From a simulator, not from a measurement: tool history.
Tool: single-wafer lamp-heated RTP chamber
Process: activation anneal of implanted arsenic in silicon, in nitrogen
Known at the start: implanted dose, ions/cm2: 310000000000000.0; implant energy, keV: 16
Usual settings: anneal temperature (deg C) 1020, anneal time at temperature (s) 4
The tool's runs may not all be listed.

run,day,anneal temperature (deg C),anneal time at temperature (s),"read-back reference wafer on the same gauge, sheet resistance",sheet resistance of the implanted and annealed layer (ohm/square)
1,0.000,1020,4,367.94,346.59
2,1.521,1020,4,367.97,347.43
3,5.771,1020,4,368.01,345.93
4,10.242,1020,4,367.97,346.37
5,13.504,1020,4,368.03,346.14
6,15.842,1001,4,368.05,348.69
7,19.100,1020,3,367.96,348.38
8,23.425,1033,5,367.87,343.42
9,27.904,1020,4,367.99,346.79
10,30.758,1020,4,367.96,346.60
11,40.988,1020,4,367.90,346.75
12,42.800,1013,4,367.93,346.95
13,45.221,1048,4,367.92,342.93
14,48.425,1020,6,368.11,343.78
15,51.333,997,6,368.01,346.50
16,54.629,992,4,368.07,348.87
17,56.292,1012,5,368.05,345.79
18,63.354,997,3,368.05,349.97
19,65.850,1006,4,368.09,346.70
20,67.846,1040,4,367.98,345.15
21,69.567,1020,4,367.99,346.45
22,71.767,996,6,368.03,346.71
23,74.229,1020,4,368.04,346.44
24,77.196,1020,4,368.07,347.06
25,79.546,1040,4,368.12,344.46
26,81.521,1020,4,368.02,346.25
27,83.200,1048,4,368.07,343.04
28,85.571,1012,3,368.00,349.18
29,88.533,1004,6,367.99,346.44
30,91.642,1008,5,367.89,346.12
31,93.725,1010,5,367.99,346.77
32,95.421,1029,5,367.87,343.95
33,97.508,1032,3,367.94,346.73
34,101.858,1020,5,368.01,345.70
35,104.196,1020,4,368.03,346.81

Taken out of this log: 9 entries between the listed runs. Where each belongs, and how the hidden state differs across it:
Between runs 1 and 2: reflector plate cleaned (day 0.562)
  no hidden state differs between the two runs
Between runs 3 and 4: pyrometer window cleaned and pyrometer calibrated (day 8.167)
  no hidden state differs between the two runs
Between runs 10 and 11: reflector plate cleaned (day 31.692); pyrometer window cleaned and pyrometer calibrated (day 34.692); gauge calibrated (day 40.238)
  no hidden state differs between the two runs
Between runs 17 and 18: reflector plate cleaned (day 58.292)
  no hidden state differs between the two runs
Between runs 18 and 19: pyrometer window cleaned and pyrometer calibrated (day 63.842)
  no hidden state differs between the two runs
Between runs 29 and 30: reflector plate cleaned (day 91.283)
  no hidden state differs between the two runs
Between runs 30 and 31: pyrometer window cleaned and pyrometer calibrated (day 93.662)
  no hidden state differs between the two runs

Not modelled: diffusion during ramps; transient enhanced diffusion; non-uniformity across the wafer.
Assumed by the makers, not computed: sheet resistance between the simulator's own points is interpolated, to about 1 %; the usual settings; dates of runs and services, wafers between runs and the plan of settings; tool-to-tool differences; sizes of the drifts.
